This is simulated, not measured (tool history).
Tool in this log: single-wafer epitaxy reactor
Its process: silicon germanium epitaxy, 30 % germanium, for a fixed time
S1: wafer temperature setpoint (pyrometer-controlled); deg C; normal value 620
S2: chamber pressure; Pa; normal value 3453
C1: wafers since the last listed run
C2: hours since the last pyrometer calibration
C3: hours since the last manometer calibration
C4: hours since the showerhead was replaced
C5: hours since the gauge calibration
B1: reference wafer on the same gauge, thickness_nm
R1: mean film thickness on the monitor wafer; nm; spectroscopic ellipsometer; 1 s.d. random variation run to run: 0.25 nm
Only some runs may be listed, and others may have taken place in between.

Run 1, hour 0.0: usual settings; C1 0; C2 1444.7; C3 1354.9; C4 2678.8; C5 82.5; B1 108.167. Result: R1 88.573 nm.
Run 2, hour 10.6: usual settings; C1 132; C2 1455.3; C3 1365.5; C4 2689.4; C5 93.1; B1 108.116. Result: R1 89.256 nm.
Run 3, hour 22.9: usual settings; C1 153; C2 1467.6; C3 1377.8; C4 2701.7; C5 105.4; B1 108.183. Result: R1 88.817 nm.
Run 4, hour 72.6: usual settings; C1 621; C2 1517.3; C3 1427.5; C4 2751.4; C5 155.1; B1 108.090. Result: R1 88.379 nm.
Run 5, hour 82.4: usual settings; C1 122; C2 1527.1; C3 1437.3; C4 2761.2; C5 164.9; B1 107.990. Result: R1 88.762 nm.
Run 6, hour 91.7: usual settings but S2 2800 Pa; C1 116; C2 1536.4; C3 1446.6; C4 2770.5; C5 174.2; B1 108.040. Result: R1 79.649 nm.
Run 7, hour 137.0: usual settings but S2 2800 Pa; C1 566; C2 1581.7; C3 1491.9; C4 2815.8; C5 219.5; B1 108.141. Result: R1 79.313 nm.
Run 8, hour 149.9: usual settings but S1 616 deg C; C1 161; C2 1594.6; C3 1504.8; C4 2828.7; C5 232.4; B1 108.112. Result: R1 81.542 nm.
Run 9, hour 162.4: usual settings but S1 616 deg C; C1 156; C2 1607.1; C3 1517.3; C4 2841.2; C5 244.9; B1 108.044. Result: R1 81.611 nm.
At hour 184.9: pyrometer calibrated.
Run 10, hour 185.4: usual settings; C1 187; C2 0.5; C3 1540.3; C4 2864.2; C5 267.9; B1 108.272. Result: R1 91.454 nm.
At hour 196.5: showerhead replaced, of another model than before.
Run 11, hour 197.0: usual settings but S2 3920 Pa; C1 45; C2 12.1; C3 1551.9; C4 0.5; C5 279.5; B1 108.044. Result: R1 99.703 nm.
Run 12, hour 207.1: usual settings; C1 126; C2 22.2; C3 1562.0; C4 10.6; C5 289.6; B1 108.075. Result: R1 91.616 nm.
Run 13, hour 222.3: usual settings but S1 627 deg C; C1 190; C2 37.4; C3 1577.2; C4 25.8; C5 304.8; B1 108.115. Result: R1 104.674 nm.
Run 14, hour 229.0: usual settings; C1 83; C2 44.1; C3 1583.9; C4 32.5; C5 311.5; B1 108.056. Result: R1 91.244 nm.
Run 15, hour 236.5: usual settings but S1 635 deg C; C1 93; C2 51.6; C3 1591.4; C4 40.0; C5 319.0; B1 107.932. Result: R1 122.475 nm.
Run 16, hour 243.6: usual settings but S1 625 deg C, S2 2893 Pa; C1 88; C2 58.7; C3 1598.5; C4 47.1; C5 326.1; B1 108.198. Result: R1 87.357 nm.
Run 17, hour 256.6: usual settings; C1 162; C2 71.7; C3 1611.5; C4 60.1; C5 339.1; B1 108.218. Result: R1 91.049 nm.
At hour 266.5: capacitance manometer re-zeroed and calibrated.
Run 18, hour 271.3: usual settings but S1 609 deg C; C1 83; C2 86.4; C3 4.8; C4 74.8; C5 353.8; B1 108.103. Result: R1 72.611 nm.
At hour 277.8: gauge calibrated.
Run 19, hour 283.2: usual settings but S1 613 deg C, S2 3173 Pa; C1 148; C2 98.3; C3 16.7; C4 86.7; C5 5.4; B1 108.072. Result: R1 74.060 nm.
Run 20, hour 300.1: usual settings but S2 4293 Pa; C1 211; C2 115.2; C3 33.6; C4 103.6; C5 22.3; B1 108.067. Result: R1 105.636 nm.
Run 21, hour 313.9: usual settings; C1 172; C2 129.0; C3 47.4; C4 117.4; C5 36.1; B1 108.164. Result: R1 91.443 nm.
Run 22, hour 325.9: usual settings but S1 609 deg C, S2 2760 Pa; C1 150; C2 141.0; C3 59.4; C4 129.4; C5 48.1; B1 108.125. Result: R1 60.674 nm.
Run 23, hour 335.8: usual settings but S1 606 deg C, S2 2986 Pa; C1 123; C2 150.9; C3 69.3; C4 139.3; C5 58.0; B1 108.201. Result: R1 60.931 nm.
Run 24, hour 346.1: usual settings but S2 2720 Pa; C1 128; C2 161.2; C3 79.6; C4 149.6; C5 68.3; B1 108.146. Result: R1 74.285 nm.
Run 25, hour 363.9: usual settings; C1 222; C2 179.0; C3 97.4; C4 167.4; C5 86.1; B1 108.079. Result: R1 91.199 nm.
Run 26, hour 380.1: usual settings but S1 626 deg C, S2 2840 Pa; C1 202; C2 195.2; C3 113.6; C4 183.6; C5 102.3; B1 108.074. Result: R1 87.333 nm.

Each row is a separate what-if for the run after 26, all from the same tool condition, not one after another. Results?
Run A, hour 380.5: usual settings but S2 2933 Pa; C1 5; C2 195.6; C3 114.0; C4 184.0; C5 102.7; B1 ?. Result: R1 ?.
Run B, hour 380.5: usual settings but S1 609 deg C, S2 4200 Pa; C1 5; C2 195.6; C3 114.0; C4 184.0; C5 102.7; B1 ?. Result: R1 ?.
Run C, hour 380.5: usual settings but S1 624 deg C, S2 4253 Pa; C1 5; C2 195.6; C3 114.0; C4 184.0; C5 102.7; B1 ?. Result: R1 ?.

run       B1       R1
  A  108.229   79.795
  B  108.229   83.705
  C  108.229  114.084
Without the tool's unlogged condition, the same runs would have read:
run       R1
  A   80.252
  B   84.198
  C  114.731
